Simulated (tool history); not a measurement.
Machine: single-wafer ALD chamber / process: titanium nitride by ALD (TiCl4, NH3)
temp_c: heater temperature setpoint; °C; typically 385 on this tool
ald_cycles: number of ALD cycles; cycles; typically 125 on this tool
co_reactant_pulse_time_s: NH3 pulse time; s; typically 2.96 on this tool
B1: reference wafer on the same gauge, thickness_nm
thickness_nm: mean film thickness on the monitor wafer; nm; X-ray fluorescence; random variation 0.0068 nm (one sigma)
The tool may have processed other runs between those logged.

run 1 hour=0.0 | temp_c=385 ald_cycles=125 co_reactant_pulse_time_s=2.96 | B1=2.905 | thickness_nm=2.549
run 2 hour=24.7 | temp_c=385 ald_cycles=125 co_reactant_pulse_time_s=2.96 | B1=2.902 | thickness_nm=2.561
run 3 hour=55.4 | temp_c=385 ald_cycles=125 co_reactant_pulse_time_s=2.96 | B1=2.900 | thickness_nm=2.538
run 4 hour=87.6 | temp_c=385 ald_cycles=125 co_reactant_pulse_time_s=2.96 | B1=2.892 | thickness_nm=2.540
run 5 hour=112.8 | temp_c=385 ald_cycles=125 co_reactant_pulse_time_s=2.96 | B1=2.888 | thickness_nm=2.541
-- hour=135.1 gauge calibrated
-- hour=144.6 showerhead replaced
run 6 hour=146.0 | temp_c=385 ald_cycles=125 co_reactant_pulse_time_s=2.96 | B1=2.907 | thickness_nm=2.542
run 7 hour=167.3 | temp_c=385 ald_cycles=125 co_reactant_pulse_time_s=2.96 | B1=2.908 | thickness_nm=2.557
run 8 hour=182.3 | temp_c=385 ald_cycles=125 co_reactant_pulse_time_s=2.96 | B1=2.906 | thickness_nm=2.555
run 9 hour=212.1 | temp_c=385 ald_cycles=125 co_reactant_pulse_time_s=2.96 | B1=2.904 | thickness_nm=2.552
run 10 hour=228.5 | temp_c=374 ald_cycles=149 co_reactant_pulse_time_s=1.95 | B1=2.903 | thickness_nm=2.945
run 11 hour=248.2 | temp_c=385 ald_cycles=125 co_reactant_pulse_time_s=2.96 | B1=2.901 | thickness_nm=2.537
run 12 hour=267.5 | temp_c=392 ald_cycles=140 co_reactant_pulse_time_s=3.80 | B1=2.899 | thickness_nm=2.898
-- hour=277.2 thermocouple changed; heater temperature recalibrated
run 13 hour=287.1 | temp_c=385 ald_cycles=125 co_reactant_pulse_time_s=2.96 | B1=2.896 | thickness_nm=2.536
run 14 hour=309.6 | temp_c=385 ald_cycles=125 co_reactant_pulse_time_s=2.96 | B1=2.891 | thickness_nm=2.532
run 15 hour=340.9 | temp_c=399 ald_cycles=101 co_reactant_pulse_time_s=3.58 | B1=2.887 | thickness_nm=2.072
run 16 hour=360.7 | temp_c=372 ald_cycles=125 co_reactant_pulse_time_s=3.93 | B1=2.882 | thickness_nm=2.555
-- hour=395.3 gauge calibrated
run 17 hour=395.5 | temp_c=380 ald_cycles=125 co_reactant_pulse_time_s=1.92 | B1=2.908 | thickness_nm=2.481
run 18 hour=423.3 | temp_c=399 ald_cycles=143 co_reactant_pulse_time_s=2.08 | B1=2.908 | thickness_nm=2.900
run 19 hour=448.2 | temp_c=399 ald_cycles=132 co_reactant_pulse_time_s=4.11 | B1=2.908 | thickness_nm=2.736

Alternative continuations, all from the tool just after run 19; predict every row:
run A hour=448.9 | temp_c=385 ald_cycles=146 co_reactant_pulse_time_s=2.96 | B1=? | thickness_nm=?
run B hour=448.9 | temp_c=395 ald_cycles=141 co_reactant_pulse_time_s=3.77 | B1=? | thickness_nm=?
run C hour=448.9 | temp_c=393 ald_cycles=145 co_reactant_pulse_time_s=2.96 | B1=? | thickness_nm=?

run=A B1=2.909 thickness_nm=2.976
run=B B1=2.909 thickness_nm=2.914
run=C B1=2.909 thickness_nm=2.968
The same runs, with their run-to-run variation unchanged, on a tool lacking any hidden condition would have given:
run=A thickness_nm=2.979
run=B thickness_nm=2.917
run=C thickness_nm=2.972
